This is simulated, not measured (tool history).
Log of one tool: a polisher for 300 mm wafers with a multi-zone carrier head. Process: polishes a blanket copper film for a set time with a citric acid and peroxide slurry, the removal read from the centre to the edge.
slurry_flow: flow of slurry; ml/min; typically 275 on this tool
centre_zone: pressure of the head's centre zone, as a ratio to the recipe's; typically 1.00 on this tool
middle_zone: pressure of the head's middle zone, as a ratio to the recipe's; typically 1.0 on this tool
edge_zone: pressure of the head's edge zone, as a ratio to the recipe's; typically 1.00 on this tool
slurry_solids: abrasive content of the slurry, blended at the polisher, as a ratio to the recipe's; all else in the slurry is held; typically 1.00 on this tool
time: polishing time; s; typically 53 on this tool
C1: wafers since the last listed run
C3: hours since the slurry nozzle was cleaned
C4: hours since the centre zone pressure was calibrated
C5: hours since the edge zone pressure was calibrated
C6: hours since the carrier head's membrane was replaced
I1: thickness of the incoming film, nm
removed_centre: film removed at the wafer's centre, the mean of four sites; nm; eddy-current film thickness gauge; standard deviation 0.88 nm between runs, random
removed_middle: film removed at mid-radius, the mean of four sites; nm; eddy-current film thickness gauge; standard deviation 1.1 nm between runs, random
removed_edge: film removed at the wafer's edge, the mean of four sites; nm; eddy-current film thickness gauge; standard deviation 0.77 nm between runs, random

{"run": 1, "hour": 0.0, "slurry_flow": 275, "centre_zone": 1.0, "middle_zone": 1.0, "edge_zone": 1.0, "slurry_solids": 1.1, "time": 53, "C1": 0, "wafers polished on this pad": 762, "C3": 604.7, "C4": 1198.5, "C5": 222.3, "C6": 1410.7, "I1": 1198.9, "removed_centre": 143.4, "removed_middle": 129.5, "removed_edge": 124.8}
{"run": 2, "hour": 12.2, "slurry_flow": 275, "centre_zone": 1.0, "middle_zone": 1.0, "edge_zone": 1.0, "slurry_solids": 1.0, "time": 53, "C1": 88, "wafers polished on this pad": 851, "C3": 616.9, "C4": 1210.7, "C5": 234.5, "C6": 1422.9, "I1": 1169.0, "removed_centre": 141.0, "removed_middle": 127.3, "removed_edge": 121.7}
{"run": 3, "hour": 25.6, "slurry_flow": 275, "centre_zone": 1.0, "middle_zone": 1.0, "edge_zone": 1.0, "slurry_solids": 1.0, "time": 53, "C1": 97, "wafers polished on this pad": 949, "C3": 630.3, "C4": 1224.1, "C5": 247.9, "C6": 1436.3, "I1": 1184.0, "removed_centre": 140.9, "removed_middle": 125.4, "removed_edge": 122.4}
{"run": 4, "hour": 41.2, "slurry_flow": 275, "centre_zone": 1.0, "middle_zone": 1.0, "edge_zone": 1.0, "slurry_solids": 1.0, "time": 53, "C1": 113, "wafers polished on this pad": 1062, "C3": 645.9, "C4": 1239.7, "C5": 263.5, "C6": 1451.9, "I1": 1207.4, "removed_centre": 140.2, "removed_middle": 126.5, "removed_edge": 124.4}
{"run": 5, "hour": 50.8, "slurry_flow": 275, "centre_zone": 1.0, "middle_zone": 1.0, "edge_zone": 1.0, "slurry_solids": 0.9, "time": 53, "C1": 69, "wafers polished on this pad": 1132, "C3": 655.5, "C4": 1249.3, "C5": 273.1, "C6": 1461.5, "I1": 1199.0, "removed_centre": 137.4, "removed_middle": 121.6, "removed_edge": 120.5}
{"hour": 58.9, "done": "worn pad replaced by a new one"}
{"hour": 71.3, "done": "slurry nozzle cleaned"}
{"run": 6, "hour": 95.6, "slurry_flow": 275, "centre_zone": 1.0, "middle_zone": 1.0, "edge_zone": 1.0, "slurry_solids": 1.0, "time": 53, "C1": 290, "wafers polished on this pad": 259, "C3": 24.3, "C4": 1294.1, "C5": 317.9, "C6": 1506.3, "I1": 1204.4, "removed_centre": 142.7, "removed_middle": 125.6, "removed_edge": 122.3}
{"run": 7, "hour": 102.3, "slurry_flow": 320, "centre_zone": 1.11, "middle_zone": 1.0, "edge_zone": 1.0, "slurry_solids": 1.0, "time": 53, "C1": 48, "wafers polished on this pad": 308, "C3": 31.0, "C4": 1300.8, "C5": 324.6, "C6": 1513.0, "I1": 1187.5, "removed_centre": 161.7, "removed_middle": 127.9, "removed_edge": 124.8}
{"run": 8, "hour": 108.8, "slurry_flow": 275, "centre_zone": 1.0, "middle_zone": 1.0, "edge_zone": 1.0, "slurry_solids": 1.0, "time": 53, "C1": 47, "wafers polished on this pad": 356, "C3": 37.5, "C4": 1307.3, "C5": 331.1, "C6": 1519.5, "I1": 1183.3, "removed_centre": 143.1, "removed_middle": 126.0, "removed_edge": 123.7}
{"run": 9, "hour": 150.9, "slurry_flow": 200, "centre_zone": 1.0, "middle_zone": 1.0, "edge_zone": 1.0, "slurry_solids": 1.0, "time": 37, "C1": 306, "wafers polished on this pad": 662, "C3": 79.6, "C4": 1349.4, "C5": 373.2, "C6": 1561.6, "I1": 1209.4, "removed_centre": 93.9, "removed_middle": 84.1, "removed_edge": 83.1}
{"run": 10, "hour": 158.2, "slurry_flow": 275, "centre_zone": 1.0, "middle_zone": 1.0, "edge_zone": 1.0, "slurry_solids": 1.15, "time": 37, "C1": 53, "wafers polished on this pad": 716, "C3": 86.9, "C4": 1356.7, "C5": 380.5, "C6": 1568.9, "I1": 1182.8, "removed_centre": 104.6, "removed_middle": 90.8, "removed_edge": 88.8}
{"run": 11, "hour": 173.4, "slurry_flow": 275, "centre_zone": 1.0, "middle_zone": 1.0, "edge_zone": 1.0, "slurry_solids": 1.15, "time": 37, "C1": 110, "wafers polished on this pad": 826, "C3": 102.1, "C4": 1371.9, "C5": 395.7, "C6": 1584.1, "I1": 1191.5, "removed_centre": 104.6, "removed_middle": 91.6, "removed_edge": 88.8}
{"run": 12, "hour": 181.7, "slurry_flow": 275, "centre_zone": 0.94, "middle_zone": 1.0, "edge_zone": 1.0, "slurry_solids": 0.7, "time": 53, "C1": 60, "wafers polished on this pad": 887, "C3": 110.4, "C4": 1380.2, "C5": 404.0, "C6": 1592.4, "I1": 1184.5, "removed_centre": 123.3, "removed_middle": 116.1, "removed_edge": 112.0}
{"run": 13, "hour": 198.9, "slurry_flow": 340, "centre_zone": 1.0, "middle_zone": 1.0, "edge_zone": 1.0, "slurry_solids": 1.0, "time": 53, "C1": 125, "wafers polished on this pad": 1012, "C3": 127.6, "C4": 1397.4, "C5": 421.2, "C6": 1609.6, "I1": 1201.7, "removed_centre": 146.0, "removed_middle": 127.8, "removed_edge": 125.2}
{"hour": 214.0, "done": "edge zone pressure recalibrated"}
{"hour": 217.1, "done": "carrier head's membrane replaced by a new one"}
{"hour": 220.4, "done": "centre zone pressure recalibrated"}
{"hour": 234.2, "done": "worn pad replaced by a new one"}
{"run": 14, "hour": 241.7, "slurry_flow": 220, "centre_zone": 0.96, "middle_zone": 1.0, "edge_zone": 0.94, "slurry_solids": 1.0, "time": 53, "C1": 231, "wafers polished on this pad": 54, "C3": 170.4, "C4": 21.3, "C5": 27.7, "C6": 24.6, "I1": 1195.1, "removed_centre": 119.2, "removed_middle": 122.1, "removed_edge": 117.9}
{"run": 15, "hour": 257.8, "slurry_flow": 275, "centre_zone": 1.0, "middle_zone": 1.0, "edge_zone": 1.09, "slurry_solids": 1.1, "time": 53, "C1": 117, "wafers polished on this pad": 171, "C3": 186.5, "C4": 37.4, "C5": 43.8, "C6": 40.7, "I1": 1200.3, "removed_centre": 130.9, "removed_middle": 130.2, "removed_edge": 132.3}
{"run": 16, "hour": 273.2, "slurry_flow": 275, "centre_zone": 1.04, "middle_zone": 1.0, "edge_zone": 1.07, "slurry_solids": 1.15, "time": 53, "C1": 112, "wafers polished on this pad": 284, "C3": 201.9, "C4": 52.8, "C5": 59.2, "C6": 56.1, "I1": 1192.6, "removed_centre": 137.5, "removed_middle": 131.3, "removed_edge": 130.8}
{"run": 17, "hour": 284.0, "slurry_flow": 275, "centre_zone": 1.0, "middle_zone": 1.0, "edge_zone": 1.0, "slurry_solids": 1.0, "time": 53, "C1": 78, "wafers polished on this pad": 362, "C3": 212.7, "C4": 63.6, "C5": 70.0, "C6": 66.9, "I1": 1197.8, "removed_centre": 128.5, "removed_middle": 125.3, "removed_edge": 122.8}
{"run": 18, "hour": 295.2, "slurry_flow": 275, "centre_zone": 1.0, "middle_zone": 1.0, "edge_zone": 1.0, "slurry_solids": 1.0, "time": 53, "C1": 81, "wafers polished on this pad": 444, "C3": 223.9, "C4": 74.8, "C5": 81.2, "C6": 78.1, "I1": 1186.9, "removed_centre": 129.1, "removed_middle": 125.1, "removed_edge": 123.2}
{"run": 19, "hour": 306.6, "slurry_flow": 245, "centre_zone": 1.0, "middle_zone": 1.0, "edge_zone": 1.0, "slurry_solids": 1.0, "time": 61, "C1": 83, "wafers polished on this pad": 527, "C3": 235.3, "C4": 86.2, "C5": 92.6, "C6": 89.5, "I1": 1199.6, "removed_centre": 146.4, "removed_middle": 146.2, "removed_edge": 139.2}
{"run": 20, "hour": 324.2, "slurry_flow": 275, "centre_zone": 1.0, "middle_zone": 1.1, "edge_zone": 0.94, "slurry_solids": 1.0, "time": 53, "C1": 128, "wafers polished on this pad": 655, "C3": 252.9, "C4": 103.8, "C5": 110.2, "C6": 107.1, "I1": 1209.8, "removed_centre": 131.3, "removed_middle": 134.4, "removed_edge": 118.9}

Predict each of these 5 candidate next runs independently; none follows another, all start after run 20:
{"run": "A", "hour": 324.6, "slurry_flow": 275, "centre_zone": 1.0, "middle_zone": 1.0, "edge_zone": 1.0, "slurry_solids": 1.0, "time": 53, "C1": 2, "wafers polished on this pad": 658, "C3": 253.3, "C4": 104.2, "C5": 110.6, "C6": 107.5, "I1": 1181.9, "removed_centre": "?", "removed_middle": "?", "removed_edge": "?"}
{"run": "B", "hour": 324.6, "slurry_flow": 275, "centre_zone": 1.0, "middle_zone": 1.0, "edge_zone": 0.92, "slurry_solids": 1.0, "time": 53, "C1": 2, "wafers polished on this pad": 658, "C3": 253.3, "C4": 104.2, "C5": 110.6, "C6": 107.5, "I1": 1181.9, "removed_centre": "?", "removed_middle": "?", "removed_edge": "?"}
{"run": "C", "hour": 324.6, "slurry_flow": 195, "centre_zone": 1.05, "middle_zone": 1.0, "edge_zone": 1.09, "slurry_solids": 0.8, "time": 53, "C1": 2, "wafers polished on this pad": 658, "C3": 253.3, "C4": 104.2, "C5": 110.6, "C6": 107.5, "I1": 1181.9, "removed_centre": "?", "removed_middle": "?", "removed_edge": "?"}
{"run": "D", "hour": 324.6, "slurry_flow": 275, "centre_zone": 1.04, "middle_zone": 1.0, "edge_zone": 1.0, "slurry_solids": 1.0, "time": 64, "C1": 2, "wafers polished on this pad": 658, "C3": 253.3, "C4": 104.2, "C5": 110.6, "C6": 107.5, "I1": 1181.9, "removed_centre": "?", "removed_middle": "?", "removed_edge": "?"}
{"run": "E", "hour": 324.6, "slurry_flow": 275, "centre_zone": 1.08, "middle_zone": 1.0, "edge_zone": 1.0, "slurry_solids": 0.85, "time": 53, "C1": 2, "wafers polished on this pad": 658, "C3": 253.3, "C4": 104.2, "C5": 110.6, "C6": 107.5, "I1": 1181.9, "removed_centre": "?", "removed_middle": "?", "removed_edge": "?"}

run=A removed_centre=129.4 removed_middle=128.1 removed_edge=123.1
run=B removed_centre=129.4 removed_middle=128.1 removed_edge=118.3
run=C removed_centre=122.0 removed_middle=115.6 removed_edge=117.4
run=D removed_centre=162.5 removed_middle=154.6 removed_edge=148.7
run=E removed_centre=134.6 removed_middle=123.2 removed_edge=118.5
Without the tool's unlogged condition, the same runs would have read:
run=A removed_centre=128.8 removed_middle=128.1 removed_edge=123.1
run=B removed_centre=128.8 removed_middle=128.1 removed_edge=118.3
run=C removed_centre=121.4 removed_middle=115.6 removed_edge=117.4
run=D removed_centre=161.8 removed_middle=154.6 removed_edge=148.7
run=E removed_centre=134.0 removed_middle=123.2 removed_edge=118.5
